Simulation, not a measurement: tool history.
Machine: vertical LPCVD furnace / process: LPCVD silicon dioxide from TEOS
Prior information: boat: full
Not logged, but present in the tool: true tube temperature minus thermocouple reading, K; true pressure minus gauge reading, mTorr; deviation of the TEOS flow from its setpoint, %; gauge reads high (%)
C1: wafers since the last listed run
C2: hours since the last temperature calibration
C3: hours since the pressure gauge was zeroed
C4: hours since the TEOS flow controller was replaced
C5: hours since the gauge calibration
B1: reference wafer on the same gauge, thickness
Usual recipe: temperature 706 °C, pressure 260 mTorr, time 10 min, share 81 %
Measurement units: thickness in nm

Run 1, hour 0: usual settings but pressure 230 mTorr, share 72 %; C1 0; C2 2800.5; C3 3919.3; C4 3467.4; C5 924.3; B1 70.01. Result: thickness 73.07 nm.
Run 2, hour 25.8: usual settings but pressure 240 mTorr; C1 453; C2 2826.3; C3 3945.1; C4 3493.2; C5 950.1; B1 70.07. Result: thickness 79.08 nm.
Run 3, hour 45.3: usual settings; C1 342; C2 2845.8; C3 3964.6; C4 3512.7; C5 969.6; B1 70.02. Result: thickness 82.81 nm.
Run 4, hour 66: usual settings; C1 363; C2 2866.5; C3 3985.3; C4 3533.4; C5 990.3; B1 69.99. Result: thickness 82.49 nm.
Run 5, hour 88.4: usual settings; C1 393; C2 2888.9; C3 4007.7; C4 3555.8; C5 1012.7; B1 69.91. Result: thickness 82.72 nm.
Run 6, hour 121.8: usual settings; C1 587; C2 2922.3; C3 4041.1; C4 3589.2; C5 1046.1; B1 69.95. Result: thickness 82.07 nm.
Run 7, hour 155.5: usual settings; C1 592; C2 2956; C3 4074.8; C4 3622.9; C5 1079.8; B1 69.98. Result: thickness 82.67 nm.
At hour 191.4: thermocouples replaced and temperature profile calibrated.
Run 8, hour 191.9: usual settings but temperature 712 °C; C1 217; C2 0.5; C3 4111.2; C4 3659.3; C5 1116.2; B1 69.97. Result: thickness 94.03 nm.
Run 9, hour 200.4: usual settings but temperature 712 °C; C1 149; C2 9; C3 4119.7; C4 3667.8; C5 1124.7; B1 69.98. Result: thickness 94.72 nm.
Run 10, hour 226.7: usual settings but temperature 697 °C, time 12.5 min; C1 462; C2 35.3; C3 4146; C4 3694.1; C5 1151; B1 69.93. Result: thickness 83.77 nm.
Run 11, hour 258.4: usual settings but share 94 %; C1 557; C2 67; C3 4177.7; C4 3725.8; C5 1182.7; B1 70.05. Result: thickness 89.13 nm.
At hour 264.5: gauge calibrated.
At hour 300.5: pressure gauge zeroed.
At hour 307.4: TEOS flow controller replaced.
Run 12, hour 307.9: usual settings but temperature 709 °C, pressure 200 mTorr; C1 327; C2 116.5; C3 7.4; C4 0.5; C5 43.4; B1 70.04. Result: thickness 77.28 nm.
Run 13, hour 318.2: usual settings but temperature 714 °C, share 65 %; C1 181; C2 126.8; C3 17.7; C4 10.8; C5 53.7; B1 70.01. Result: thickness 89 nm.
Run 14, hour 335.5: usual settings but temperature 710 °C, pressure 290 mTorr; C1 304; C2 144.1; C3 35; C4 28.1; C5 71; B1 70.08. Result: thickness 95.31 nm.
Run 15, hour 350: usual settings but pressure 315 mTorr; C1 254; C2 158.6; C3 49.5; C4 42.6; C5 85.5; B1 70.01. Result: thickness 91.48 nm.
Run 16, hour 373.7: usual settings but pressure 210 mTorr; C1 416; C2 182.3; C3 73.2; C4 66.3; C5 109.2; B1 69.98. Result: thickness 74.42 nm.
Run 17, hour 407.9: usual settings but temperature 695 °C; C1 601; C2 216.5; C3 107.4; C4 100.5; C5 143.4; B1 70.02. Result: thickness 63.75 nm.
Run 18, hour 425.9: usual settings but temperature 711 °C, pressure 290 mTorr, time 13.5 min; C1 316; C2 234.5; C3 125.4; C4 118.5; C5 161.4; B1 70.03. Result: thickness 133 nm.
Run 19, hour 444.4: usual settings but temperature 694 °C, pressure 245 mTorr, time 13.5 min; C1 325; C2 253; C3 143.9; C4 137; C5 179.9; B1 70.07. Result: thickness 82.3 nm.
Run 20, hour 524.5: usual settings but share 70 %; C1 1407; C2 333.1; C3 224; C4 217.1; C5 260; B1 70.09. Result: thickness 76.87 nm.
Run 21, hour 551.4: usual settings but share 95 %; C1 472; C2 360; C3 250.9; C4 244; C5 286.9; B1 70. Result: thickness 89.15 nm.
Run 22, hour 574.1: usual settings; C1 399; C2 382.7; C3 273.6; C4 266.7; C5 309.6; B1 69.96. Result: thickness 82.2 nm.
Run 23, hour 601.7: usual settings but temperature 701 °C, pressure 285 mTorr, time 14 min; C1 485; C2 410.3; C3 301.2; C4 294.3; C5 337.2; B1 69.91. Result: thickness 107.6 nm.
Run 24, hour 631.8: usual settings but temperature 718 °C, pressure 285 mTorr; C1 529; C2 440.4; C3 331.3; C4 324.4; C5 367.3; B1 70.01. Result: thickness 113.22 nm.
Run 25, hour 655.6: usual settings; C1 418; C2 464.2; C3 355.1; C4 348.2; C5 391.1; B1 70. Result: thickness 82.74 nm.
Run 26, hour 688: usual settings; C1 569; C2 496.6; C3 387.5; C4 380.6; C5 423.5; B1 70.01. Result: thickness 82.58 nm.
Run 27, hour 723.5: usual settings but temperature 696 °C; C1 624; C2 532.1; C3 423; C4 416.1; C5 459; B1 70. Result: thickness 65.38 nm.
Run 28, hour 756: usual settings; C1 571; C2 564.6; C3 455.5; C4 448.6; C5 491.5; B1 69.99. Result: thickness 81.93 nm.
Run 29, hour 782.7: usual settings; C1 469; C2 591.3; C3 482.2; C4 475.3; C5 518.2; B1 69.92. Result: thickness 82.44 nm.
Run 30, hour 812.9: usual settings but temperature 713 °C, pressure 285 mTorr, share 75 %; C1 530; C2 621.5; C3 512.4; C4 505.5; C5 548.4; B1 69.96. Result: thickness 97.87 nm.
Run 31, hour 841.7: usual settings but temperature 712 °C, share 69 %; C1 506; C2 650.3; C3 541.2; C4 534.3; C5 577.2; B1 70.04. Result: thickness 86.98 nm.

State the hidden condition of the tool at each of the runs:
true tube temperature minus thermocouple reading, K: 0 across all the runs
true pressure minus gauge reading, mTorr: 0 across all the runs
deviation of the TEOS flow from its setpoint, %: 0 across all the runs
gauge reads high (%): 0 across all the runs
